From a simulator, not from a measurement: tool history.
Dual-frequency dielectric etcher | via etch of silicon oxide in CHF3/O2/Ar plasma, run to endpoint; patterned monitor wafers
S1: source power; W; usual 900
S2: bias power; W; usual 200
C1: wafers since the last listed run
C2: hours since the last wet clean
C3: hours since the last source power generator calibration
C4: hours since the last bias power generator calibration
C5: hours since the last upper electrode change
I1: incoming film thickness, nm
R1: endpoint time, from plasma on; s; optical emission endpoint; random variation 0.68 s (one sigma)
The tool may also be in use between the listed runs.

run    hour    S1   S2    C1     C2      C3      C4      C5     I1     R1
  1       0   900  167     0  171.3   898.6  4315.4  2877.1  444.8  189.3
  2    61.2   900  167   366  232.5   959.8  4376.6  2938.3  446.4  190.6
  3    94.7   900  167   200    266   993.3  4410.1  2971.8  451.9  194.7
  4   155.9  1050  167   366  327.2  1054.5  4471.3    3033  446.4  183.9
  5   199.5  1050  167   260  370.8  1098.1  4514.9  3076.6  447.7  185.9
      269.7  -- wet clean of the chamber
  6   270.2   900  200   279    0.5  1168.8  4585.6  3147.3  443.2  171.3
  7   308.7   900  200   230     39  1207.3  4624.1  3185.8  447.6  174.7
  8   366.8   790  229   347   97.1  1265.4  4682.2  3243.9  447.9  173.5
  9   392.4   790  229   153  122.7    1291  4707.8  3269.5  448.1  173.5
 10   455.7   900  200   378    186  1354.3  4771.1  3332.8  447.6  178.6
 11   498.7   900  200   257    229  1397.3  4814.1  3375.8  441.6  175.8
 12     565  1010  173   396  295.3  1463.6  4880.4  3442.1  447.1  184.7
      599.8  -- bias power generator calibrated
 13   600.3  1060  170   187  330.6  1498.9     0.5  3477.4  446.8  183.4
 14   648.6  1060  170   289  378.9  1547.2    48.8  3525.7  441.5  181.4
 15   686.1   900  200   224  416.4  1584.7    86.3  3563.2  441.1  179.4
      723.4  -- wet clean of the chamber
 16     743  1110  241   196   19.6  1641.6   143.2  3620.1  448.3  154.5
 17   768.5  1020  177   152   45.1  1667.1   168.7  3645.6  444.9  177.5
 18   884.2   750  245   692  160.8  1782.8   284.4  3761.3  451.5    174
 19   928.8  1070  170   266  205.4  1827.4     329  3805.9  441.3  179.5
      941.2  -- source power generator calibrated
 20   961.5   690  180   171  238.1    20.3   361.7  3838.6    449  202.8
 21   989.1  1070  239   165  265.7    47.9   389.3  3866.2  447.5  159.9
 22  1054.1  1050  236   388  330.7   112.9   454.3  3931.2  443.7  159.8
     1127.5  -- wet clean of the chamber
     1135.3  -- upper electrode replaced
 23  1135.8  1080  185   298    8.3   194.6     536     0.5  445.3  168.6
 24  1152.4   900  200    99   24.9   211.2   552.6    17.1  442.7    171
 25    1190   970  155   225   62.5   248.8   590.2    54.7  449.1  188.3
 26  1364.5   830  236  1044    237   423.3   764.7   229.2  442.2  166.8
 27    1390   900  200   152  262.5   448.8   790.2   254.7  449.1  177.3
 28  1449.7  1020  177   357  322.2   508.5   849.9   314.4  445.9  179.7
 29  1503.5   790  229   321    376   562.3   903.7   368.2  443.1  173.8

4 ways to go on from here, each from the tool as it stands after run 29. What would each give?
  A  1504   900  200   2  376.5  562.8  904.2  368.7  442.7   ?
  B  1504   690  225   2  376.5  562.8  904.2  368.7  442.7   ?
  C  1504   900  224   2  376.5  562.8  904.2  368.7  442.7   ?
  D  1504  1020  243   2  376.5  562.8  904.2  368.7  442.7   ?

run     R1
  A  177.9
  B  182.2
  C    170
  D  158.9
Without the tool's hidden state the same runs would have given:
run     R1
  A  172.7
  B  176.8
  C    165
  D  154.2
